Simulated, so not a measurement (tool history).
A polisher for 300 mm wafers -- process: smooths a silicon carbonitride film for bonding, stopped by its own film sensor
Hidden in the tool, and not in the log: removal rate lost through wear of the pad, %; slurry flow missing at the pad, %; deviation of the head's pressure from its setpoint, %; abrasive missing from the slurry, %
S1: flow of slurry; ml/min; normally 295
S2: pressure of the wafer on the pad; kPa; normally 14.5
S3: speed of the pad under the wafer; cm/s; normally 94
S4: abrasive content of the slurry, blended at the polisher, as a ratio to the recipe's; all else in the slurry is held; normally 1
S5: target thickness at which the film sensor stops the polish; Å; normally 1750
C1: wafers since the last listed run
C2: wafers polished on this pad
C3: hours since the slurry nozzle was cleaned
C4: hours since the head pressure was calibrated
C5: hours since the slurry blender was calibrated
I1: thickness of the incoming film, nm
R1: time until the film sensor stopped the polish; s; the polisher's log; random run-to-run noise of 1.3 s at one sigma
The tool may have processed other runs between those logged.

run     day   S1    S2   S3    S4    S5    C1    C2     C3     C4     C5     I1     R1
  1       0  295  14.5   94     1  1750     0   651  184.6   97.3   38.5  208.6  155.5
  2   1.946  380    11   94     1  1750   366  1017  231.3    144   85.2    210  183.9
  3   6.117  295  14.5   94     1  1750   784  1802  331.4  244.1  185.3  214.1  184.8
  4   8.746  295  14.5   94     1  1750   494  2296  394.5  307.2  248.4  208.9  162.3
     10.425  -- slurry nozzle cleaned
  5  11.317  295  14.5   94     1  1750   475  2772   21.4  368.9  310.1  206.2  151.4
     14.717  -- head pressure recalibrated
  6  15.229  295  14.5   94  1.15  1750   720  3493  115.3   12.3    404  209.1  166.6
     15.858  -- worn pad replaced by a new one
     17.588  -- slurry blender recalibrated
  7  19.488  295  14.5   94  1.15  1750   754   667  217.5  114.5   45.6  214.8  175.5
  8  23.192  295  14.5   94  0.85  1750   697  1364  306.4  203.4  134.5  207.2  156.7
  9  25.212  295  14.5   94  0.85  1750   380  1744  354.9  251.9    183  209.8  171.6
 10   28.45  295  14.5   94  0.85  1750   609  2353  432.6  329.6  260.7  207.5  167.1
     28.575  -- slurry nozzle cleaned
 11  32.558  295  15.9  102     1  1750   765  3118   95.6  428.2  359.3  205.4  135.9
     32.892  -- worn pad replaced by a new one
     33.725  -- head pressure recalibrated
     36.179  -- slurry blender recalibrated
 12  38.196  260  14.5   94   0.8  1750   998   966  230.9  107.3   48.4  211.4  179.7
 13  40.142  295  14.5   94     1  1750   366  1332  277.6    154   95.1  210.9  164.7
 14  43.917  295  17.2   94     1  1780   710  2043  368.2  244.6  185.7  208.6  130.8
 15   46.95  295  14.5   94     1  1710   570  2614    441  317.4  258.5  211.7  200.2
 16  49.388  295  14.5   94     1  1750   458  3072  499.5  375.9    317  211.3  179.4
     50.104  -- slurry nozzle cleaned
     51.029  -- worn pad replaced by a new one
     51.117  -- head pressure recalibrated
       52.8  -- slurry blender recalibrated
 17  53.317  295  14.5   94  0.75  1750   668   399   77.1   52.8   12.4    210  175.6
 18  57.746  295  18.6   94     1  1750   833  1232  183.4  159.1  118.7  210.9  142.5
 19  60.425  200  14.5   94     1  1790   504  1736  247.7  223.4    183  211.7  162.8
 20  63.229  295  14.5   94     1  1800   527  2264    315  290.7  250.3  208.9  138.9
 21  65.612  295  15.9   94     1  1750   448  2712  372.2  347.9  307.5  214.8  183.3
     66.588  -- head pressure recalibrated
     67.421  -- worn pad replaced by a new one
 22  67.608  295  14.5   94     1  1750   328    35  420.1   24.5  355.4  212.4  166.8
     67.792  -- slurry blender recalibrated
 23  71.542  295  12.4  112   0.9  1680   724   759  514.5  118.9     90  208.5  177.9
     72.988  -- slurry nozzle cleaned
 24  74.621  340  14.5   94  0.75  1750   571  1331   39.2  192.8  163.9    211  175.8
 25  78.308  295  14.5   94     1  1750   693  2025  127.7  281.3  252.4  209.1    162
     83.921  -- slurry blender recalibrated
     84.483  -- head pressure recalibrated
     85.454  -- worn pad replaced by a new one
 26  85.958  295  14.5   94     1  1750  1376    94  311.3   35.4   48.9  210.6  160.1

Below are 3 alternative next runs, each starting from the tool's condition after run 26. Predict each:
  A  85.979  295  14.5   94   1  1750   3  98  311.8  35.9  49.4  209.8   ?
  B  85.979  295  14.5   94   1  1820   3  98  311.8  35.9  49.4  209.8   ?
  C  85.979  200  14.5  102   1  1750   3  98  311.8  35.9  49.4  209.8   ?

run     R1
  A  158.1
  B  126.3
  C  155.7
Take away the tool's hidden state, keep each run's random variation, and the runs would have read:
run     R1
  A  157.5
  B  125.8
  C  155.1
